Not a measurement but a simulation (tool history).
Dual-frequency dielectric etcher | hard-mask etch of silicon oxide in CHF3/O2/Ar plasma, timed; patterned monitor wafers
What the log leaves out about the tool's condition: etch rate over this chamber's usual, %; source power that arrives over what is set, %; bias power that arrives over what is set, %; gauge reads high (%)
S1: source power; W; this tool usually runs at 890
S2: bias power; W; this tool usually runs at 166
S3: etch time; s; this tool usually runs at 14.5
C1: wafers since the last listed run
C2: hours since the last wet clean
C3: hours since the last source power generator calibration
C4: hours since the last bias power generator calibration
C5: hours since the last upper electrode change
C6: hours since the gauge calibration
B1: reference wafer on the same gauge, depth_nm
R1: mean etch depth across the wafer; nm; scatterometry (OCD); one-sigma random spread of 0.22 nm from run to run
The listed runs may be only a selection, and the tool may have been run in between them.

| run | day | S1 | S2 | S3 | C1 | C2 | C3 | C4 | C5 | C6 | B1 | R1 |
|---|---|---|---|---|---|---|---|---|---|---|---|---|
| 1 | 0.000 | 890 | 166 | 13.0 | 0 | 325.3 | 4268.6 | 4015.6 | 3028.3 | 86.0 | 32.94 | 27.34 |
| 2 | 0.517 | 890 | 166 | 13.0 | 225 | 337.7 | 4281.0 | 4028.0 | 3040.7 | 98.4 | 32.97 | 27.29 |
| 3 | 1.042 | 890 | 166 | 13.0 | 228 | 350.3 | 4293.6 | 4040.6 | 3053.3 | 111.0 | 32.98 | 27.37 |
| 4 | 1.338 | 890 | 166 | 14.5 | 128 | 357.4 | 4300.7 | 4047.7 | 3060.4 | 118.1 | 32.97 | 30.19 |
| 5 | 1.742 | 890 | 166 | 14.5 | 176 | 367.1 | 4310.4 | 4057.4 | 3070.1 | 127.8 | 32.84 | 30.49 |
| 6 | 2.396 | 890 | 166 | 14.5 | 284 | 382.8 | 4326.1 | 4073.1 | 3085.8 | 143.5 | 32.81 | 30.09 |
| 7 | 2.733 | 890 | 153 | 14.5 | 146 | 390.9 | 4334.2 | 4081.2 | 3093.9 | 151.6 | 32.96 | 29.45 |
| 8 | 3.167 | 890 | 153 | 14.5 | 188 | 401.3 | 4344.6 | 4091.6 | 3104.3 | 162.0 | 32.95 | 29.45 |
| 9 | 5.229 | 890 | 153 | 14.5 | 898 | 450.8 | 4394.1 | 4141.1 | 3153.8 | 211.5 | 32.92 | 29.65 |
| 10 | 5.858 | 890 | 166 | 14.5 | 274 | 465.9 | 4409.2 | 4156.2 | 3168.9 | 226.6 | 32.85 | 30.44 |
| 11 | 6.458 | 890 | 166 | 14.5 | 261 | 480.3 | 4423.6 | 4170.6 | 3183.3 | 241.0 | 32.95 | 30.05 |
| 12 | 6.900 | 890 | 133 | 16.0 | 192 | 490.9 | 4434.2 | 4181.2 | 3193.9 | 251.6 | 32.94 | 31.47 |
| 13 | 7.533 | 890 | 166 | 14.5 | 275 | 506.1 | 4449.4 | 4196.4 | 3209.1 | 266.8 | 32.83 | 30.05 |
| 14 | 8.046 | 890 | 166 | 14.5 | 223 | 518.4 | 4461.7 | 4208.7 | 3221.4 | 279.1 | 32.84 | 29.88 |
|  | 8.238 | source power generator calibrated |
| 15 | 8.433 | 890 | 166 | 16.0 | 96 | 527.7 | 4.7 | 4218.0 | 3230.7 | 288.4 | 32.89 | 33.19 |
| 16 | 8.708 | 890 | 144 | 18.0 | 119 | 534.3 | 11.3 | 4224.6 | 3237.3 | 295.0 | 32.87 | 35.84 |
|  | 9.779 | wet clean of the chamber |
| 17 | 9.800 | 990 | 166 | 12.0 | 39 | 0.5 | 37.5 | 4250.8 | 3263.5 | 321.2 | 32.92 | 27.28 |
| 18 | 9.812 | 890 | 166 | 14.5 | 5 | 0.8 | 37.8 | 4251.1 | 3263.8 | 321.5 | 32.92 | 31.67 |
| 19 | 9.829 | 1030 | 166 | 10.5 | 7 | 1.2 | 38.2 | 4251.5 | 3264.2 | 321.9 | 32.93 | 24.19 |
| 20 | 10.096 | 890 | 166 | 16.0 | 116 | 7.6 | 44.6 | 4257.9 | 3270.6 | 328.3 | 32.89 | 34.90 |
|  | 10.512 | gauge calibrated |
|  | 11.033 | bias power generator calibrated |
|  | 11.229 | upper electrode replaced |
| 21 | 11.250 | 890 | 166 | 14.5 | 345 | 35.3 | 72.3 | 5.2 | 0.5 | 17.7 | 32.82 | 31.60 |
| 22 | 11.467 | 1090 | 195 | 17.0 | 94 | 40.5 | 77.5 | 10.4 | 5.7 | 22.9 | 32.94 | 40.87 |
| 23 | 12.021 | 890 | 166 | 14.5 | 241 | 53.8 | 90.8 | 23.7 | 19.0 | 36.2 | 32.85 | 31.68 |
| 24 | 12.717 | 890 | 166 | 14.5 | 303 | 70.5 | 107.5 | 40.4 | 35.7 | 52.9 | 32.90 | 31.15 |
| 25 | 13.054 | 980 | 166 | 16.5 | 146 | 78.6 | 115.6 | 48.5 | 43.8 | 61.0 | 33.04 | 36.93 |
| 26 | 13.512 | 800 | 196 | 12.5 | 199 | 89.6 | 126.6 | 59.5 | 54.8 | 72.0 | 32.81 | 27.40 |
| 27 | 14.208 | 1070 | 201 | 11.0 | 303 | 106.3 | 143.3 | 76.2 | 71.5 | 88.7 | 32.87 | 26.49 |
| 28 | 14.746 | 890 | 134 | 14.5 | 234 | 119.2 | 156.2 | 89.1 | 84.4 | 101.6 | 32.86 | 29.89 |
| 29 | 15.462 | 1040 | 166 | 19.0 | 312 | 136.4 | 173.4 | 106.3 | 101.6 | 118.8 | 32.86 | 43.36 |
| 30 | 15.862 | 810 | 144 | 14.5 | 174 | 146.0 | 183.0 | 115.9 | 111.2 | 128.4 | 32.94 | 29.60 |

Hidden condition of the tool, last listed run before each entry between runs versus first listed run after:
In the gap between runs 14 and 15: source power generator calibrated (day 8.238)
  etch rate over this chamber's usual, %: -5.62 -> -5.71
  difference, measured minus the result without the unlogged condition, R1: -1.78 -> -2.01 nm
In the gap between runs 16 and 17: wet clean of the chamber (day 9.779)
  etch rate over this chamber's usual, %: -5.77 -> 0.423
  difference, measured minus the result without the unlogged condition, R1: -2.20 -> +0.12 nm
In the gap between runs 20 and 21: gauge calibrated (day 10.512); bias power generator calibrated (day 11.033); upper electrode replaced (day 11.229)
  etch rate over this chamber's usual, %: 0.357 -> 0.0962
  difference, measured minus the result without the unlogged condition, R1: +0.13 -> +0.03 nm
